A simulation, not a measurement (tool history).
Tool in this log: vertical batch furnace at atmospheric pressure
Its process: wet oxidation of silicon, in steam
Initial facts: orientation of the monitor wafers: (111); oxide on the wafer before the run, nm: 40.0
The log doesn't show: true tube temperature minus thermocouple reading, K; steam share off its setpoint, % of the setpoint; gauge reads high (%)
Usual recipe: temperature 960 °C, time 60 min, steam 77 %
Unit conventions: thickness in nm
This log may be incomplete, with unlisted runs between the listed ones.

| run | day | temperature | time | steam | wafers since the last listed run | hours since the last temperature calibration | hours since the steam generator was serviced | hours since the gauge calibration | read-back reference wafer on the same gauge, thickness | thickness |
|---|---|---|---|---|---|---|---|---|---|---|
| 1 | 0 | 960 | 60 | 77 | 0 | 1042.5 | 899.2 | 3741.3 | 402.02 | 342.19 |
| 2 | 4.029 | 960 | 60 | 77 | 1217 | 1139.2 | 995.9 | 3838 | 402.05 | 342.33 |
| 3 | 7.738 | 977 | 60 | 77 | 1120 | 1228.2 | 1084.9 | 3927 | 402.44 | 381.18 |
| 4 | 11.054 | 977 | 60 | 77 | 1002 | 1307.8 | 1164.5 | 4006.6 | 402 | 380.65 |
| 5 | 13.954 | 977 | 60 | 77 | 876 | 1377.4 | 1234.1 | 4076.2 | 402.12 | 382.72 |
|  | 15.754 | thermocouples replaced and temperature profile calibrated |
| 6 | 18.067 | 960 | 60 | 77 | 940 | 55.5 | 1332.8 | 4174.9 | 401.51 | 342.03 |
| 7 | 19.808 | 960 | 60 | 77 | 526 | 97.3 | 1374.6 | 4216.7 | 402.22 | 341.22 |
| 8 | 23.471 | 960 | 60 | 77 | 1106 | 185.2 | 1462.5 | 4304.6 | 401.97 | 342.11 |
| 9 | 27.117 | 960 | 60 | 77 | 1101 | 272.7 | 1550 | 4392.1 | 402.53 | 340.18 |
| 10 | 30.996 | 949 | 60 | 77 | 1172 | 365.8 | 1643.1 | 4485.2 | 401.98 | 317.28 |
| 11 | 34.375 | 960 | 53 | 77 | 1021 | 446.9 | 1724.2 | 4566.3 | 401.63 | 315.39 |
|  | 36.054 | gauge calibrated |
| 12 | 38.483 | 960 | 53 | 77 | 1241 | 545.5 | 1822.8 | 58.3 | 401.51 | 316.78 |
|  | 40.204 | steam generator serviced |
| 13 | 40.379 | 960 | 60 | 77 | 270 | 591 | 4.2 | 103.8 | 402.38 | 342.7 |
| 14 | 43.275 | 960 | 60 | 77 | 875 | 660.5 | 73.7 | 173.3 | 401.99 | 342.71 |
| 15 | 45.517 | 960 | 60 | 77 | 677 | 714.3 | 127.5 | 227.1 | 402.36 | 341.06 |
| 16 | 49.896 | 960 | 60 | 77 | 1323 | 819.4 | 232.6 | 332.2 | 402.6 | 342.88 |
| 17 | 52.438 | 971 | 60 | 77 | 768 | 880.4 | 293.6 | 393.2 | 401.9 | 366.7 |
| 18 | 55.088 | 960 | 51.5 | 77 | 800 | 944 | 357.2 | 456.8 | 402.17 | 309.68 |
| 19 | 59.333 | 960 | 60 | 68 | 1282 | 1045.9 | 459.1 | 558.7 | 402.24 | 315.84 |
| 20 | 62.396 | 960 | 60 | 87 | 925 | 1119.4 | 532.6 | 632.2 | 402.49 | 369.16 |
| 21 | 66.558 | 960 | 60 | 77 | 1257 | 1219.3 | 632.5 | 732.1 | 402.48 | 340.39 |
| 22 | 68.354 | 960 | 69 | 77 | 542 | 1262.4 | 675.6 | 775.2 | 401.63 | 371.74 |
| 23 | 71.675 | 935 | 60 | 82 | 1003 | 1342.1 | 755.3 | 854.9 | 401.95 | 299.7 |
| 24 | 75.596 | 960 | 60 | 77 | 1184 | 1436.2 | 849.4 | 949 | 402.55 | 340.9 |
|  | 78.104 | thermocouples replaced and temperature profile calibrated |
| 25 | 78.412 | 969 | 74.5 | 66 | 548 | 7.4 | 917 | 1016.6 | 402.71 | 378.59 |
| 26 | 80.292 | 951 | 60 | 77 | 567 | 52.5 | 962.1 | 1061.7 | 402.13 | 320.56 |
| 27 | 83.071 | 945 | 90 | 82 | 839 | 119.2 | 1028.8 | 1128.4 | 401.96 | 418.25 |
| 28 | 87.154 | 960 | 85.5 | 67 | 1233 | 217.2 | 1126.8 | 1226.4 | 401.56 | 392.42 |
| 29 | 89.204 | 977 | 38 | 81 | 619 | 266.4 | 1176 | 1275.6 | 401.99 | 296.35 |
| 30 | 91.929 | 960 | 83 | 77 | 823 | 331.8 | 1241.4 | 1341 | 402.2 | 419.65 |
| 31 | 94.658 | 960 | 60 | 77 | 824 | 397.3 | 1306.9 | 1406.5 | 402.58 | 340.72 |
| 32 | 98.467 | 951 | 68.5 | 87 | 1150 | 488.7 | 1398.3 | 1497.9 | 402.27 | 379.03 |
| 33 | 100.958 | 960 | 60 | 66 | 752 | 548.5 | 1458.1 | 1557.7 | 402.11 | 312.1 |
| 34 | 102.825 | 942 | 83.5 | 68 | 564 | 593.3 | 1502.9 | 1602.5 | 402.02 | 344.73 |
| 35 | 105.962 | 975 | 46 | 77 | 948 | 668.6 | 1578.2 | 1677.8 | 402.01 | 319.81 |
| 36 | 109.567 | 960 | 60 | 80 | 1089 | 755.1 | 1664.7 | 1764.3 | 401.93 | 350.32 |
| 37 | 111.846 | 976 | 46.5 | 77 | 688 | 809.8 | 1719.4 | 1819 | 401.64 | 324.09 |

Run-by-run hidden state of the tool:
true tube temperature minus thermocouple reading, K: 0 on each run
steam share off its setpoint, % of the setpoint: 0 on each run
gauge reads high (%): 0 on each run
